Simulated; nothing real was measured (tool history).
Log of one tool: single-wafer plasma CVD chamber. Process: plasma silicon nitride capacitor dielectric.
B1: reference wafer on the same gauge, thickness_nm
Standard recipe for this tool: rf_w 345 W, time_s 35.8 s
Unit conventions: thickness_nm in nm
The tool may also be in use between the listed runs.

run 1 hour=0 | rf_w=345 time_s=35.8 | B1=48.598 | thickness_nm=45.665
run 2 hour=66.5 | rf_w=345 time_s=35.8 | B1=48.621 | thickness_nm=45.455
run 3 hour=148.2 | rf_w=315 time_s=41.3 | B1=48.614 | thickness_nm=51.288
run 4 hour=226 | rf_w=325 time_s=32 | B1=48.565 | thickness_nm=40.287
run 5 hour=309.4 | rf_w=345 time_s=35.8 | B1=48.609 | thickness_nm=45.417
run 6 hour=415.9 | rf_w=395 time_s=35.8 | B1=48.668 | thickness_nm=47.585
run 7 hour=510 | rf_w=345 time_s=35.8 | B1=48.588 | thickness_nm=45.558
run 8 hour=554 | rf_w=345 time_s=35.8 | B1=48.636 | thickness_nm=45.55
run 9 hour=631.4 | rf_w=345 time_s=35.8 | B1=48.633 | thickness_nm=45.485
run 10 hour=702.7 | rf_w=390 time_s=42.3 | B1=48.582 | thickness_nm=55.943
run 11 hour=809 | rf_w=280 time_s=37.6 | B1=48.574 | thickness_nm=45.099
run 12 hour=873.3 | rf_w=305 time_s=29 | B1=48.614 | thickness_nm=35.544
run 13 hour=943.4 | rf_w=320 time_s=37.7 | B1=48.6 | thickness_nm=46.724
run 14 hour=1043.4 | rf_w=285 time_s=35.8 | B1=48.636 | thickness_nm=43.125
run 15 hour=1119.4 | rf_w=345 time_s=32.4 | B1=48.59 | thickness_nm=41.352
run 16 hour=1198.4 | rf_w=315 time_s=42.7 | B1=48.646 | thickness_nm=52.779

Not shown: 4 entries that the log had between the listed runs. Between which runs, and how does the tool's hidden state differ before and after?
Logged between run 1 and run 2: gauge calibrated (hour 6.2)
  nothing in the hidden state changes from one run to the other
Logged between run 10 and run 11: showerhead replaced (hour 780.2)
  nothing in the hidden state changes from one run to the other
Logged between run 11 and run 12: gauge calibrated (hour 860.3); RF generator calibrated (hour 861.1)
  nothing in the hidden state changes from one run to the other

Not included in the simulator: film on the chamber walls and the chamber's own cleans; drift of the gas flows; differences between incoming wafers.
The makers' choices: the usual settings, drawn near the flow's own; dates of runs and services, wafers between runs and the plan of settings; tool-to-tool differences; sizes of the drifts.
